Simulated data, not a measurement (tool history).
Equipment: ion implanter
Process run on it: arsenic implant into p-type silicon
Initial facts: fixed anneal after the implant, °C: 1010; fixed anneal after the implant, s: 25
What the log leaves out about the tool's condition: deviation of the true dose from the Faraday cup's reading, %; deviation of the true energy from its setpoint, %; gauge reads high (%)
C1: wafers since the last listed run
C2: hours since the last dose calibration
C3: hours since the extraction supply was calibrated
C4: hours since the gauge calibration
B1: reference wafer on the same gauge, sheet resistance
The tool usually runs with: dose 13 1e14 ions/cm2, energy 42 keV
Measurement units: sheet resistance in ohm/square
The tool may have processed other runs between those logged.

Run 1, hour 0: usual settings but dose 9.91 1e14 ions/cm2; C1 0; C2 1034.6; C3 5827.7; C4 317.5; B1 74.69. Result: sheet resistance 106.42 ohm/square.
At hour 6.7: gauge calibrated.
Run 2, hour 23.6: usual settings but dose 9.91 1e14 ions/cm2; C1 519; C2 1058.2; C3 5851.3; C4 16.9; B1 74.75. Result: sheet resistance 106.36 ohm/square.
Run 3, hour 41: usual settings but dose 9.91 1e14 ions/cm2; C1 383; C2 1075.6; C3 5868.7; C4 34.3; B1 74.7. Result: sheet resistance 106.62 ohm/square.
Run 4, hour 72.7: usual settings; C1 698; C2 1107.3; C3 5900.4; C4 66; B1 74.7. Result: sheet resistance 90.34 ohm/square.
Run 5, hour 85.3: usual settings; C1 277; C2 1119.9; C3 5913; C4 78.6; B1 74.7. Result: sheet resistance 90.32 ohm/square.
Run 6, hour 120.6: usual settings but energy 35.5 keV; C1 777; C2 1155.2; C3 5948.3; C4 113.9; B1 74.7. Result: sheet resistance 94.21 ohm/square.
Run 7, hour 139: usual settings; C1 405; C2 1173.6; C3 5966.7; C4 132.3; B1 74.72. Result: sheet resistance 90.25 ohm/square.
At hour 156.1: Faraday cup replaced and dose calibrated.
Run 8, hour 158.6: usual settings but dose 10.26 1e14 ions/cm2, energy 54.5 keV; C1 255; C2 2.5; C3 5986.3; C4 151.9; B1 74.68. Result: sheet resistance 102.96 ohm/square.
Run 9, hour 177.3: usual settings; C1 411; C2 21.2; C3 6005; C4 170.6; B1 74.69. Result: sheet resistance 92.68 ohm/square.
At hour 186.9: extraction supply calibrated.
Run 10, hour 208.8: usual settings but dose 14.98 1e14 ions/cm2, energy 37 keV; C1 517; C2 52.7; C3 21.9; C4 202.1; B1 74.7. Result: sheet resistance 88.82 ohm/square.
Run 11, hour 236.9: usual settings but dose 10.27 1e14 ions/cm2, energy 31.5 keV; C1 618; C2 80.8; C3 50; C4 230.2; B1 74.68. Result: sheet resistance 113.23 ohm/square.
At hour 316.5: gauge calibrated.
Run 12, hour 333: usual settings but dose 11.83 1e14 ions/cm2, energy 47.5 keV; C1 2116; C2 176.9; C3 146.1; C4 16.5; B1 74.7. Result: sheet resistance 94.79 ohm/square.
Run 13, hour 362.1: usual settings but dose 11.09 1e14 ions/cm2, energy 33 keV; C1 640; C2 206; C3 175.2; C4 45.6; B1 74.7. Result: sheet resistance 106.29 ohm/square.
Run 14, hour 389.9: usual settings; C1 612; C2 233.8; C3 203; C4 73.4; B1 74.67. Result: sheet resistance 91.48 ohm/square.
Run 15, hour 408.3: usual settings but dose 10.51 1e14 ions/cm2, energy 33.5 keV; C1 405; C2 252.2; C3 221.4; C4 91.8; B1 74.7. Result: sheet resistance 109.42 ohm/square.

For some of the steps in sheet resistance from one run to the next: how much would appear even if the tool had no hidden state, given the settings, what came in and random variation, and how much remains for the hidden state plus any gauge scatter that the measured result and the result without hidden state don't share?
Run 7 -> 8: dose 13 -> 10.26, energy 42 -> 54.5, Faraday cup replaced and dose calibrated. sheet resistance +12.71 ohm/square: hidden state +2.56, all else +10.15.
Run 10 -> 11: dose 14.98 -> 10.27, energy 37 -> 31.5. sheet resistance +24.41 ohm/square: hidden state -0.24, all else +24.65.

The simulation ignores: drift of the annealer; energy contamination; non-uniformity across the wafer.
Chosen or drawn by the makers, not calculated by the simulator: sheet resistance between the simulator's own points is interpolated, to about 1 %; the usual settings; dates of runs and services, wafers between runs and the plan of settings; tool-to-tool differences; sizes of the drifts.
